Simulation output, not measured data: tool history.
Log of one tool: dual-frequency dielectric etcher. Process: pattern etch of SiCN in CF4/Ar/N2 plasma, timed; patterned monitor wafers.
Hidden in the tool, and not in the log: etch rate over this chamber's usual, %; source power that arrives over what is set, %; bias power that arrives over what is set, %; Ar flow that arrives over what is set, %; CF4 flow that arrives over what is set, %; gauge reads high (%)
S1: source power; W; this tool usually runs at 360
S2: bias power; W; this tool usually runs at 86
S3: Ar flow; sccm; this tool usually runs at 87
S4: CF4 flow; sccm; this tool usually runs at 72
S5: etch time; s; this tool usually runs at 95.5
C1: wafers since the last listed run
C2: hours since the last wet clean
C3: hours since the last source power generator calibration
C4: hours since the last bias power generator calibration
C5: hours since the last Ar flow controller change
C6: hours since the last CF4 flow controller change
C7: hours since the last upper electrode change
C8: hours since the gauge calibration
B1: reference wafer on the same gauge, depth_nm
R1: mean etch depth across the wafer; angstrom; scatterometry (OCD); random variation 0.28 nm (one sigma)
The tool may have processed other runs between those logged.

run 1 hour=0 | S1=360 S2=86 S3=87 S4=72 S5=95.5 | C1=0 C2=106.8 C3=1156.5 C4=3142.2 C5=4599 C6=2285 C7=5634.7 C8=725.4 | B1=82 | R1=710
run 2 hour=96.2 | S1=360 S2=86 S3=87 S4=72 S5=95.5 | C1=622 C2=203 C3=1252.7 C4=3238.4 C5=4695.2 C6=2381.2 C7=5730.9 C8=821.6 | B1=82 | R1=709
run 3 hour=203.5 | S1=360 S2=86 S3=87 S4=72 S5=113.5 | C1=694 C2=310.3 C3=1360 C4=3345.7 C5=4802.5 C6=2488.5 C7=5838.2 C8=928.9 | B1=81.9 | R1=844
-- hour=284.2 Ar flow controller replaced
-- hour=301.7 wet clean of the chamber
run 4 hour=302.2 | S1=360 S2=86 S3=87 S4=72 S5=113.5 | C1=486 C2=0.5 C3=1458.7 C4=3444.4 C5=18 C6=2587.2 C7=5936.9 C8=1027.6 | B1=82.1 | R1=842
run 5 hour=510.5 | S1=360 S2=86 S3=87 S4=72 S5=113.5 | C1=1348 C2=208.8 C3=1667 C4=3652.7 C5=226.3 C6=2795.5 C7=6145.2 C8=1235.9 | B1=81.8 | R1=845
run 6 hour=564.9 | S1=360 S2=86 S3=87 S4=72 S5=95.5 | C1=352 C2=263.2 C3=1721.4 C4=3707.1 C5=280.7 C6=2849.9 C7=6199.6 C8=1290.3 | B1=82.1 | R1=711
run 7 hour=635.3 | S1=360 S2=86 S3=87 S4=72 S5=95.5 | C1=455 C2=333.6 C3=1791.8 C4=3777.5 C5=351.1 C6=2920.3 C7=6270 C8=1360.7 | B1=81.9 | R1=711
-- hour=704.5 wet clean of the chamber
run 8 hour=736.9 | S1=360 S2=86 S3=87 S4=72 S5=104.5 | C1=502 C2=32.4 C3=1893.4 C4=3879.1 C5=452.7 C6=3021.9 C7=6371.6 C8=1462.3 | B1=82.1 | R1=775
-- hour=769 bias power generator calibrated
-- hour=776.1 upper electrode replaced
run 9 hour=821.2 | S1=300 S2=86 S3=96 S4=60 S5=74 | C1=473 C2=116.7 C3=1977.7 C4=52.2 C5=537 C6=3106.2 C7=45.1 C8=1546.6 | B1=82 | R1=453
run 10 hour=902.9 | S1=360 S2=108 S3=104 S4=83 S5=87 | C1=528 C2=198.4 C3=2059.4 C4=133.9 C5=618.7 C6=3187.9 C7=126.8 C8=1628.3 | B1=82 | R1=696
-- hour=938.7 CF4 flow controller replaced
run 11 hour=983.5 | S1=360 S2=86 S3=87 S4=72 S5=95.5 | C1=483 C2=279 C3=2140 C4=214.5 C5=699.3 C6=44.8 C7=207.4 C8=1708.9 | B1=82.1 | R1=704
run 12 hour=1072.1 | S1=360 S2=70 S3=72 S4=72 S5=68.5 | C1=573 C2=367.6 C3=2228.6 C4=303.1 C5=787.9 C6=133.4 C7=296 C8=1797.5 | B1=82 | R1=486
-- hour=1115.4 wet clean of the chamber
-- hour=1166.9 source power generator calibrated
run 13 hour=1176.2 | S1=360 S2=86 S3=87 S4=72 S5=95.5 | C1=492 C2=60.8 C3=9.3 C4=407.2 C5=892 C6=237.5 C7=400.1 C8=1901.6 | B1=82 | R1=707
-- hour=1211.4 gauge calibrated
run 14 hour=1282.3 | S1=320 S2=107 S3=81 S4=72 S5=77.5 | C1=686 C2=166.9 C3=115.4 C4=513.3 C5=998.1 C6=343.6 C7=506.2 C8=70.9 | B1=81.9 | R1=561
run 15 hour=1366.9 | S1=300 S2=86 S3=103 S4=72 S5=76.5 | C1=547 C2=251.5 C3=200 C4=597.9 C5=1082.7 C6=428.2 C7=590.8 C8=155.5 | B1=82 | R1=481
run 16 hour=1411.4 | S1=360 S2=86 S3=81 S4=72 S5=95.5 | C1=288 C2=296 C3=244.5 C4=642.4 C5=1127.2 C6=472.7 C7=635.3 C8=200 | B1=82 | R1=715
run 17 hour=1484.9 | S1=360 S2=86 S3=87 S4=72 S5=95.5 | C1=475 C2=369.5 C3=318 C4=715.9 C5=1200.7 C6=546.2 C7=708.8 C8=273.5 | B1=82 | R1=706
-- hour=1528.4 wet clean of the chamber
run 18 hour=1531.7 | S1=320 S2=68 S3=87 S4=72 S5=95.5 | C1=147 C2=3.3 C3=364.8 C4=762.7 C5=1247.5 C6=593 C7=755.6 C8=320.3 | B1=82.1 | R1=599
run 19 hour=1626.1 | S1=360 S2=78 S3=104 S4=84 S5=118 | C1=611 C2=97.7 C3=459.2 C4=857.1 C5=1341.9 C6=687.4 C7=850 C8=414.7 | B1=82.1 | R1=858
run 20 hour=1709.9 | S1=310 S2=96 S3=87 S4=57 S5=111.5 | C1=542 C2=181.5 C3=543 C4=940.9 C5=1425.7 C6=771.2 C7=933.8 C8=498.5 | B1=82 | R1=723

What if the next run were any one of these 5? Each begins from the tool's condition after run 20:
run A hour=1710.3 | S1=440 S2=86 S3=87 S4=72 S5=95.5 | C1=2 C2=181.9 C3=543.4 C4=941.3 C5=1426.1 C6=771.6 C7=934.2 C8=498.9 | B1=? | R1=?
run B hour=1710.3 | S1=360 S2=92 S3=87 S4=89 S5=105 | C1=2 C2=181.9 C3=543.4 C4=941.3 C5=1426.1 C6=771.6 C7=934.2 C8=498.9 | B1=? | R1=?
run C hour=1710.3 | S1=360 S2=95 S3=72 S4=72 S5=95.5 | C1=2 C2=181.9 C3=543.4 C4=941.3 C5=1426.1 C6=771.6 C7=934.2 C8=498.9 | B1=? | R1=?
run D hour=1710.3 | S1=360 S2=94 S3=109 S4=55 S5=73 | C1=2 C2=181.9 C3=543.4 C4=941.3 C5=1426.1 C6=771.6 C7=934.2 C8=498.9 | B1=? | R1=?
run E hour=1710.3 | S1=360 S2=68 S3=87 S4=61 S5=123 | C1=2 C2=181.9 C3=543.4 C4=941.3 C5=1426.1 C6=771.6 C7=934.2 C8=498.9 | B1=? | R1=?

run=A B1=82 R1=847
run=B B1=82 R1=827
run=C B1=82 R1=748
run=D B1=82 R1=524
run=E B1=82 R1=829
Without the tool's hidden state the same runs would have given:
run=A R1=847
run=B R1=827
run=C R1=748
run=D R1=524
run=E R1=829
